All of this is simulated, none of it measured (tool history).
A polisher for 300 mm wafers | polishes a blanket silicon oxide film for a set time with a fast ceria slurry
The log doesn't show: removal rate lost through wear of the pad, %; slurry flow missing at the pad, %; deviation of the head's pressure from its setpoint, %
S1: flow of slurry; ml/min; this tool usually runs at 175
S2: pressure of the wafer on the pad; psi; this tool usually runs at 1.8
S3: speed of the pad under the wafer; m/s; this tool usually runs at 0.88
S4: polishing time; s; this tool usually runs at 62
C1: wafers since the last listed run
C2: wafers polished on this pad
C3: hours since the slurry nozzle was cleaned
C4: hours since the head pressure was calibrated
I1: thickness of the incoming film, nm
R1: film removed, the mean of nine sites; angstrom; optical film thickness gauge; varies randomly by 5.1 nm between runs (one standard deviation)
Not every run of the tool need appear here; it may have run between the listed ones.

run 1 hour=0 | S1=175 S2=1.8 S3=0.88 S4=62 | C1=0 C2=556 C3=498.2 C4=308.2 | I1=3466.5 | R1=5485
run 2 hour=15.9 | S1=175 S2=1.8 S3=0.66 S4=62 | C1=154 C2=711 C3=514.1 C4=324.1 | I1=3458.1 | R1=4191
-- hour=22.2 worn pad replaced by a new one
run 3 hour=31.1 | S1=175 S2=1.8 S3=0.66 S4=62 | C1=109 C2=86 C3=529.3 C4=339.3 | I1=3478.7 | R1=4301
run 4 hour=62.6 | S1=175 S2=1.8 S3=0.66 S4=62 | C1=306 C2=393 C3=560.8 C4=370.8 | I1=3489.2 | R1=4238
-- hour=94.4 worn pad replaced by a new one
run 5 hour=94.9 | S1=175 S2=1.8 S3=0.88 S4=62 | C1=275 C2=4 C3=593.1 C4=403.1 | I1=3398.4 | R1=5537
run 6 hour=115.4 | S1=175 S2=1.8 S3=0.88 S4=62 | C1=199 C2=204 C3=613.6 C4=423.6 | I1=3460.8 | R1=5537
-- hour=128.5 head pressure recalibrated
run 7 hour=142.8 | S1=175 S2=1.8 S3=0.88 S4=62 | C1=247 C2=451 C3=641 C4=14.3 | I1=3421.8 | R1=5037
run 8 hour=171.1 | S1=175 S2=1.8 S3=0.62 S4=76 | C1=275 C2=727 C3=669.3 C4=42.6 | I1=3455.6 | R1=4633

Run 9 is up next; what results do you expect?
-- hour=175.1 worn pad replaced by a new one
run 9 hour=203.7 | S1=175 S2=2.3 S3=0.64 S4=48 | C1=278 C2=278 C3=701.9 C4=75.2 | I1=3485.9 | R1=?

{"run 9": {"R1": 3782}}
With no hidden state in the tool, this same run would have given R1 3767 angstrom.
